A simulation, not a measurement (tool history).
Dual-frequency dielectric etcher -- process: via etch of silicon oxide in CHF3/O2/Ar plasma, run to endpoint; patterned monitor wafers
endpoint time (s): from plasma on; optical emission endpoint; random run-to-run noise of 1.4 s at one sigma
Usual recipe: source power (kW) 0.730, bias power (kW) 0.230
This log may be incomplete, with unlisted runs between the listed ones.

run   hour  source power (kW)  bias power (kW)  wafers since the last listed run  hours since the last wet clean  hours since the last source power generator calibration  hours since the last bias power generator calibration  hours since the last upper electrode change  incoming incoming film thickness, nm  endpoint time (s)
  1    0.0              0.730            0.230                                 0                           212.1                                                   3216.6                                                 2425.8                                       1914.4                                 460.2              188.2
  2    6.4              0.730            0.230                                23                           218.5                                                   3223.0                                                 2432.2                                       1920.8                                 460.6              190.0
  3   15.7              0.730            0.230                                34                           227.8                                                   3232.3                                                 2441.5                                       1930.1                                 461.5              186.4
  4   32.2              0.870            0.230                                60                           244.3                                                   3248.8                                                 2458.0                                       1946.6                                 457.6              175.0
  5   47.0              0.870            0.230                                54                           259.1                                                   3263.6                                                 2472.8                                       1961.4                                 464.5              179.3
  6   58.3              0.870            0.230                                41                           270.4                                                   3274.9                                                 2484.1                                       1972.7                                 462.2              179.1
  7   71.1              0.730            0.230                                47                           283.2                                                   3287.7                                                 2496.9                                       1985.5                                 465.7              189.1
      86.8  -- bias power generator calibrated
  8  106.2              0.730            0.230                               114                           318.3                                                   3322.8                                                   19.4                                       2020.6                                 467.6              189.7
  9  122.8              0.730            0.230                                61                           334.9                                                   3339.4                                                   36.0                                       2037.2                                 465.4              187.2
 10  138.7              0.730            0.230                                58                           350.8                                                   3355.3                                                   51.9                                       2053.1                                 456.4              183.9
 11  155.3              0.730            0.230                                61                           367.4                                                   3371.9                                                   68.5                                       2069.7                                 463.5              187.3
 12  172.9              0.730            0.230                                64                           385.0                                                   3389.5                                                   86.1                                       2087.3                                 459.1              184.6
 13  207.1              0.840            0.230                               126                           419.2                                                   3423.7                                                  120.3                                       2121.5                                 465.1              179.3
 14  220.1              0.730            0.179                                47                           432.2                                                   3436.7                                                  133.3                                       2134.5                                 465.6              204.8
 15  235.5              0.570            0.260                                56                           447.6                                                   3452.1                                                  148.7                                       2149.9                                 456.6              190.1
     241.3  -- source power generator calibrated
     266.9  -- upper electrode replaced
 16  267.4              0.820            0.230                                14                           479.5                                                     26.1                                                  180.6                                          0.5                                 467.2              178.9
 17  267.8              0.730            0.246                                 1                           479.9                                                     26.5                                                  181.0                                          0.9                                 463.6              179.4
 18  272.9              0.800            0.246                                18                           485.0                                                     31.6                                                  186.1                                          6.0                                 463.3              176.5
 19  285.6              0.650            0.208                                46                           497.7                                                     44.3                                                  198.8                                         18.7                                 462.7              198.8
 20  292.1              0.590            0.178                                23                           504.2                                                     50.8                                                  205.3                                         25.2                                 463.4              214.9
     323.6  -- wet clean of the chamber
 21  324.1              0.620            0.278                                29                             0.5                                                     82.8                                                  237.3                                         57.2                                 456.9              188.6
 22  335.2              0.550            0.269                                40                            11.6                                                     93.9                                                  248.4                                         68.3                                 459.9              199.9
 23  345.8              0.650            0.208                                39                            22.2                                                    104.5                                                  259.0                                         78.9                                 459.2              207.0
 24  352.1              0.670            0.207                                23                            28.5                                                    110.8                                                  265.3                                         85.2                                 463.2              208.5
 25  362.9              0.870            0.174                                39                            39.3                                                    121.6                                                  276.1                                         96.0                                 463.6              200.6
 26  380.6              0.690            0.253                                65                            57.0                                                    139.3                                                  293.8                                        113.7                                 462.1              190.4
 27  392.8              0.730            0.230                                45                            69.2                                                    151.5                                                  306.0                                        125.9                                 462.6              195.6
 28  403.8              0.830            0.200                                40                            80.2                                                    162.5                                                  317.0                                        136.9                                 465.4              197.1
 29  411.2              0.660            0.275                                27                            87.6                                                    169.9                                                  324.4                                        144.3                                 462.2              187.4
 30  421.8              0.850            0.265                                39                            98.2                                                    180.5                                                  335.0                                        154.9                                 460.2              172.8
 31  428.0              0.730            0.230                                22                           104.4                                                    186.7                                                  341.2                                        161.1                                 458.1              190.7
 32  435.5              0.730            0.230                                27                           111.9                                                    194.2                                                  348.7                                        168.6                                 463.5              193.5
 33  452.0              0.730            0.213                                60                           128.4                                                    210.7                                                  365.2                                        185.1                                 457.8              195.1
 34  487.7              0.590            0.230                               131                           164.1                                                    246.4                                                  400.9                                        220.8                                 464.2              207.1
 35  498.1              0.890            0.246                                38                           174.5                                                    256.8                                                  411.3                                        231.2                                 465.0              174.3

Run-by-run hidden state of the tool:
source power that arrives over what is set, %: 0 in every run
bias power that arrives over what is set, %: 0 in every run
H1: etch rate over this chamber's usual, %
run       H1
  1     2.44
  2      2.5
  3      2.6
  4     2.76
  5     2.91
  6     3.02
  7     3.15
  8     3.51
  9     3.67
 10     3.83
 11        4
 12     4.18
 13     4.52
 14     4.65
 15     4.81
 16     5.13
 17     5.13
 18     5.19
 19     5.31
 20     5.38
 21   -0.384
 22   -0.273
 23   -0.166
 24   -0.102
 25  0.00639
 26    0.185
 27    0.308
 28    0.418
 29    0.493
 30      0.6
 31    0.662
 32    0.738
 33    0.904
 34     1.26
 35     1.37

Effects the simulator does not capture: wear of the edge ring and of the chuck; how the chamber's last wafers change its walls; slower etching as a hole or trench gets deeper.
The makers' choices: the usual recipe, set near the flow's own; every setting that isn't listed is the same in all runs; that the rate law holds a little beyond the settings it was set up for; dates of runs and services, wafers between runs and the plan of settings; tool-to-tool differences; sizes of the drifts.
